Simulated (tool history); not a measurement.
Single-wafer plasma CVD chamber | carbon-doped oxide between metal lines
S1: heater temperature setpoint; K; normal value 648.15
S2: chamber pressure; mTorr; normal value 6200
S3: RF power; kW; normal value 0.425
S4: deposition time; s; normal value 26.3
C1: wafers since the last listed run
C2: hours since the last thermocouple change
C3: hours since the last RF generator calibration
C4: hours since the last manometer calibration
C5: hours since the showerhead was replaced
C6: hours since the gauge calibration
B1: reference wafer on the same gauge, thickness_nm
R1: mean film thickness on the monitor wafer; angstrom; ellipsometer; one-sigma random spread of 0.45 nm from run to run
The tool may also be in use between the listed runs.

| run | hour | S1 | S2 | S3 | S4 | C1 | C2 | C3 | C4 | C5 | C6 | B1 | R1 |
|---|---|---|---|---|---|---|---|---|---|---|---|---|---|
| 1 | 0.0 | 648.15 | 6200 | 0.425 | 26.3 | 0 | 1383.4 | 6.7 | 1590.5 | 8251.8 | 1084.7 | 113.025 | 1080.12 |
|  | 24.2 | showerhead replaced |
| 2 | 24.7 | 648.15 | 6200 | 0.425 | 23.6 | 465 | 1408.1 | 31.4 | 1615.2 | 0.5 | 1109.4 | 112.961 | 966.86 |
|  | 44.6 | thermocouple changed; heater temperature recalibrated |
| 3 | 48.0 | 648.15 | 6200 | 0.425 | 23.6 | 426 | 3.4 | 54.7 | 1638.5 | 23.8 | 1132.7 | 112.948 | 979.99 |
| 4 | 72.9 | 648.15 | 6200 | 0.425 | 23.6 | 694 | 28.3 | 79.6 | 1663.4 | 48.7 | 1157.6 | 113.017 | 980.68 |
| 5 | 98.1 | 655.15 | 5490 | 0.425 | 26.3 | 702 | 53.5 | 104.8 | 1688.6 | 73.9 | 1182.8 | 113.033 | 1058.12 |
| 6 | 117.7 | 655.15 | 5490 | 0.425 | 26.3 | 546 | 73.1 | 124.4 | 1708.2 | 93.5 | 1202.4 | 112.953 | 1062.19 |
|  | 139.2 | gauge calibrated |
| 7 | 148.0 | 648.15 | 6200 | 0.425 | 26.3 | 845 | 103.4 | 154.7 | 1738.5 | 123.8 | 8.8 | 112.921 | 1087.66 |
|  | 167.9 | RF generator calibrated, repeated, since the last time left the tool worse |
| 8 | 177.9 | 648.15 | 6200 | 0.425 | 26.3 | 610 | 133.3 | 10.0 | 1768.4 | 153.7 | 38.7 | 113.030 | 1191.73 |
| 9 | 207.2 | 648.15 | 5710 | 0.425 | 24.5 | 817 | 162.6 | 39.3 | 1797.7 | 183.0 | 68.0 | 113.015 | 1102.00 |
| 10 | 226.6 | 634.15 | 4760 | 0.360 | 28.1 | 541 | 182.0 | 58.7 | 1817.1 | 202.4 | 87.4 | 112.947 | 1100.45 |
| 11 | 244.7 | 656.15 | 6200 | 0.455 | 26.3 | 504 | 200.1 | 76.8 | 1835.2 | 220.5 | 105.5 | 113.053 | 1239.84 |
|  | 270.0 | capacitance manometer re-zeroed and calibrated |
| 12 | 270.5 | 661.15 | 5150 | 0.360 | 23.6 | 496 | 225.9 | 102.6 | 0.5 | 246.3 | 131.3 | 113.007 | 882.31 |
| 13 | 278.7 | 648.15 | 5710 | 0.425 | 24.5 | 228 | 234.1 | 110.8 | 8.7 | 254.5 | 139.5 | 113.080 | 1099.36 |
| 14 | 294.8 | 639.15 | 5490 | 0.450 | 30.3 | 449 | 250.2 | 126.9 | 24.8 | 270.6 | 155.6 | 112.923 | 1451.60 |
| 15 | 310.8 | 648.15 | 7680 | 0.390 | 26.3 | 446 | 266.2 | 142.9 | 40.8 | 286.6 | 171.6 | 113.007 | 1120.44 |
| 16 | 325.2 | 661.15 | 6200 | 0.425 | 28.7 | 401 | 280.6 | 157.3 | 55.2 | 301.0 | 186.0 | 112.948 | 1264.10 |
| 17 | 348.5 | 657.15 | 6200 | 0.425 | 22.5 | 649 | 303.9 | 180.6 | 78.5 | 324.3 | 209.3 | 112.979 | 1005.68 |
| 18 | 376.8 | 657.15 | 7700 | 0.490 | 22.5 | 789 | 332.2 | 208.9 | 106.8 | 352.6 | 237.6 | 113.035 | 1136.70 |
| 19 | 397.8 | 648.15 | 6200 | 0.425 | 26.3 | 585 | 353.2 | 229.9 | 127.8 | 373.6 | 258.6 | 113.013 | 1190.00 |
| 20 | 504.1 | 639.15 | 7230 | 0.360 | 21.3 | 2964 | 459.5 | 336.2 | 234.1 | 479.9 | 364.9 | 112.932 | 855.73 |
| 21 | 530.6 | 648.15 | 6200 | 0.425 | 26.3 | 739 | 486.0 | 362.7 | 260.6 | 506.4 | 391.4 | 113.120 | 1189.56 |
| 22 | 549.7 | 648.15 | 6200 | 0.425 | 26.3 | 532 | 505.1 | 381.8 | 279.7 | 525.5 | 410.5 | 113.013 | 1180.09 |
| 23 | 581.0 | 644.15 | 6700 | 0.460 | 30.5 | 872 | 536.4 | 413.1 | 311.0 | 556.8 | 441.8 | 113.004 | 1486.94 |
| 24 | 606.9 | 648.15 | 6200 | 0.485 | 26.3 | 722 | 562.3 | 439.0 | 336.9 | 582.7 | 467.7 | 112.993 | 1313.62 |
| 25 | 632.9 | 658.15 | 6800 | 0.485 | 31.5 | 725 | 588.3 | 465.0 | 362.9 | 608.7 | 493.7 | 112.979 | 1545.08 |
| 26 | 667.4 | 644.15 | 6200 | 0.425 | 26.3 | 962 | 622.8 | 499.5 | 397.4 | 643.2 | 528.2 | 112.989 | 1179.74 |
| 27 | 686.9 | 643.15 | 6200 | 0.425 | 26.3 | 543 | 642.3 | 519.0 | 416.9 | 662.7 | 547.7 | 112.998 | 1196.38 |
| 28 | 717.7 | 648.15 | 7290 | 0.425 | 26.3 | 859 | 673.1 | 549.8 | 447.7 | 693.5 | 578.5 | 112.988 | 1186.86 |

Forecast each of these 4 alternatives for the next run:
| A | 718.1 | 648.15 | 6200 | 0.425 | 26.3 | 11 | 673.5 | 550.2 | 448.1 | 693.9 | 578.9 | ? | ? |
| B | 718.1 | 648.15 | 6200 | 0.490 | 30.3 | 11 | 673.5 | 550.2 | 448.1 | 693.9 | 578.9 | ? | ? |
| C | 718.1 | 663.15 | 4720 | 0.455 | 22.0 | 11 | 673.5 | 550.2 | 448.1 | 693.9 | 578.9 | ? | ? |
| D | 718.1 | 655.15 | 6200 | 0.425 | 23.4 | 11 | 673.5 | 550.2 | 448.1 | 693.9 | 578.9 | ? | ? |

| run | B1 | R1 |
|---|---|---|
| A | 113.060 | 1172.16 |
| B | 113.060 | 1509.46 |
| C | 113.060 | 992.46 |
| D | 113.060 | 1031.28 |
With no hidden state in the tool, these same runs would have given:
| run | R1 |
|---|---|
| A | 1185.44 |
| B | 1524.20 |
| C | 1002.51 |
| D | 1042.95 |

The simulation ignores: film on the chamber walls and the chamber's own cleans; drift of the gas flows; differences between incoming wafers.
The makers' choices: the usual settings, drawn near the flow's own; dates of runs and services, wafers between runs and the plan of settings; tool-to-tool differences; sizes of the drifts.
